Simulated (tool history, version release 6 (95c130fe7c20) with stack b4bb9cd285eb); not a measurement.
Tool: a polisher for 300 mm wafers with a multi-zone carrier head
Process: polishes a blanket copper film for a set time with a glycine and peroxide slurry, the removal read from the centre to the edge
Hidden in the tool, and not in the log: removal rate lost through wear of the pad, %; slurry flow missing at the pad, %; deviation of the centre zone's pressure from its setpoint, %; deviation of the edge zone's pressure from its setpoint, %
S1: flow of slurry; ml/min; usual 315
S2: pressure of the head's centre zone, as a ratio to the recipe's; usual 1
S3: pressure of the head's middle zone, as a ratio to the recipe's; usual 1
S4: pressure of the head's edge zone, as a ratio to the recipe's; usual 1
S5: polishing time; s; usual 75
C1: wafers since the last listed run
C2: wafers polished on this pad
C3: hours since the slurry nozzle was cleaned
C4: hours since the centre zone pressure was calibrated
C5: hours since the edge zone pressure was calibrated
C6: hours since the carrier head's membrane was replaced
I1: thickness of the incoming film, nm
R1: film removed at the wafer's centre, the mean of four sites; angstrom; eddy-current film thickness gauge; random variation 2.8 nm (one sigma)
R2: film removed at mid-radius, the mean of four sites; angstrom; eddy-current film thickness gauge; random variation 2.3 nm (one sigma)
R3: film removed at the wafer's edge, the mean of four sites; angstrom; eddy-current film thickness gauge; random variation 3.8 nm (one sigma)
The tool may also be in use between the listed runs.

run	hour	S1	S2	S3	S4	S5	C1	C2	C3	C4	C5	C6	I1	R1	R2	R3
1	0	315	1	1	0.94	75	0	4832	112.3	663.1	391.3	347.8	2307	3127	3192	3110
2	72	315	1	1	0.94	75	602	5434	184.3	735.1	463.3	419.8	2254	3068	3100	3037
# hour 77.7: worn pad replaced by a new one, of another model than before
3	145.6	255	1	1	0.88	75	582	567	257.9	808.7	536.9	493.4	2282	3124	3193	3089
4	225.3	315	1	1	1	75	666	1234	337.6	888.4	616.6	573.1	2254.1	3287	3337	3371
# hour 259: edge zone pressure recalibrated
5	327.6	315	0.96	1.12	1	75	838	2073	439.9	990.7	68.6	675.4	2290.8	3123	3647	3363
6	390.5	315	1	1	1	75	526	2599	502.8	1053.6	131.5	738.3	2301.3	3287	3307	3318
7	436.8	315	1	1	1.05	82	387	2986	549.1	1099.9	177.8	784.6	2291.7	3550	3545	3684
8	543.6	355	0.89	1	0.9	88	893	3879	655.9	1206.7	284.6	891.4	2254	3418	3815	3744
# hour 547.3: centre zone pressure recalibrated
# hour 559.1: slurry nozzle cleaned
9	621.7	315	0.88	0.92	1.1	75	628	4507	62.6	74.4	362.7	969.5	2325.7	2789	2954	3363
10	679.3	315	1	1	1	75	481	4989	120.2	132	420.3	1027.1	2300	3097	3117	3168
# hour 726.4: worn pad replaced by a new one
11	761.4	315	1	1	1	75	653	292	202.3	214.1	502.4	1109.2	2267	3367	3342	3441
# hour 780.8: carrier head's membrane replaced by a new one
12	857.2	315	1.06	1	1	91	759	1052	298.1	309.9	598.2	76.4	2285.5	4282	4030	4124
# hour 942.6: edge zone pressure recalibrated
13	945.8	315	1	1	1.11	75	724	1776	386.7	398.5	3.2	165	2311.8	3311	3331	3552
14	1038.5	315	0.9	1	1	75	775	2551	479.4	491.2	95.9	257.7	2310.5	2982	3301	3331
15	1080.4	260	1	1.06	1	94	350	2901	521.3	533.1	137.8	299.6	2328.3	3912	4138	4044
16	1137.7	315	1	1	1	75	479	3381	578.6	590.4	195.1	356.9	2264.4	3269	3215	3270
# hour 1148.7: slurry nozzle cleaned
17	1239.4	315	1	1	1	53	842	4223	90.7	692.1	296.8	458.6	2276.5	2246	2245	2306
# hour 1316.8: worn pad replaced by a new one
18	1334.2	315	1	1	1	75	759	145	185.5	786.9	391.6	553.4	2273	3341	3323	3386
19	1376.9	315	1	1	1	75	357	502	228.2	829.6	434.3	596.1	2266.2	3337	3323	3331
20	1470.8	315	0.96	1	1	75	785	1287	322.1	923.5	528.2	690	2327	3166	3317	3386
21	1544.6	315	1	1.06	1	75	617	1904	395.9	997.3	602	763.8	2267.4	3258	3466	3392
# hour 1614.3: edge zone pressure recalibrated
22	1625.4	245	1	1	1	95	659	2563	476.7	1078.1	11.1	844.6	2249.2	3852	3948	4009
23	1670.1	315	1	1	1	82	373	2937	521.4	1122.8	55.8	889.3	2277.9	3552	3568	3600

How the hidden state differs across the entries between the runs, from the last listed run before each to the first after it:
Between runs 2 and 3: worn pad replaced by a new one, of another model than before (hour 77.7)
  removal rate lost through wear of the pad, %: 7.39 -> 0.537
  measured less the result without the state, R1: -245 -> -17 angstrom; R2: -247 -> -17 angstrom; R3: -242 -> -16 angstrom
Between runs 4 and 5: edge zone pressure recalibrated (hour 259)
  removal rate lost through wear of the pad, %: 0.83 -> 1.52
  measured less the result without the state, R1: -28 -> -49 angstrom; R2: -28 -> -56 angstrom; R3: -29 -> -52 angstrom
Between runs 8 and 9: centre zone pressure recalibrated (hour 547.3); slurry nozzle cleaned (hour 559.1)
  removal rate lost through wear of the pad, %: 4.16 -> 5.51
  measured less the result without the state, R1: -149 -> -163 angstrom; R2: -166 -> -172 angstrom; R3: -163 -> -196 angstrom
Between runs 10 and 11: worn pad replaced by a new one (hour 726.4)
  removal rate lost through wear of the pad, %: 6.63 -> 0.186
  measured less the result without the state, R1: -220 -> -7 angstrom; R2: -221 -> -6 angstrom; R3: -225 -> -6 angstrom
Between runs 11 and 12: carrier head's membrane replaced by a new one (hour 780.8)
  removal rate lost through wear of the pad, %: 0.186 -> 0.457
  measured less the result without the state, R1: -7 -> -19 angstrom; R2: -6 -> -19 angstrom; R3: -6 -> -19 angstrom
Between runs 12 and 13: edge zone pressure recalibrated (hour 942.6)
  removal rate lost through wear of the pad, %: 0.457 -> 0.986
  measured less the result without the state, R1: -19 -> -33 angstrom; R2: -19 -> -33 angstrom; R3: -19 -> -36 angstrom
Between runs 16 and 17: slurry nozzle cleaned (hour 1148.7)
  removal rate lost through wear of the pad, %: 3.05 -> 4.65
  measured less the result without the state, R1: -102 -> -110 angstrom; R2: -101 -> -110 angstrom; R3: -103 -> -112 angstrom
Between runs 17 and 18: worn pad replaced by a new one (hour 1316.8)
  removal rate lost through wear of the pad, %: 4.65 -> 1.04
  measured less the result without the state, R1: -110 -> -36 angstrom; R2: -110 -> -35 angstrom; R3: -112 -> -36 angstrom
Between runs 21 and 22: edge zone pressure recalibrated (hour 1614.3)
  removal rate lost through wear of the pad, %: 1.92 -> 2.66
  measured less the result without the state, R1: -64 -> -106 angstrom; R2: -68 -> -108 angstrom; R3: -67 -> -110 angstrom
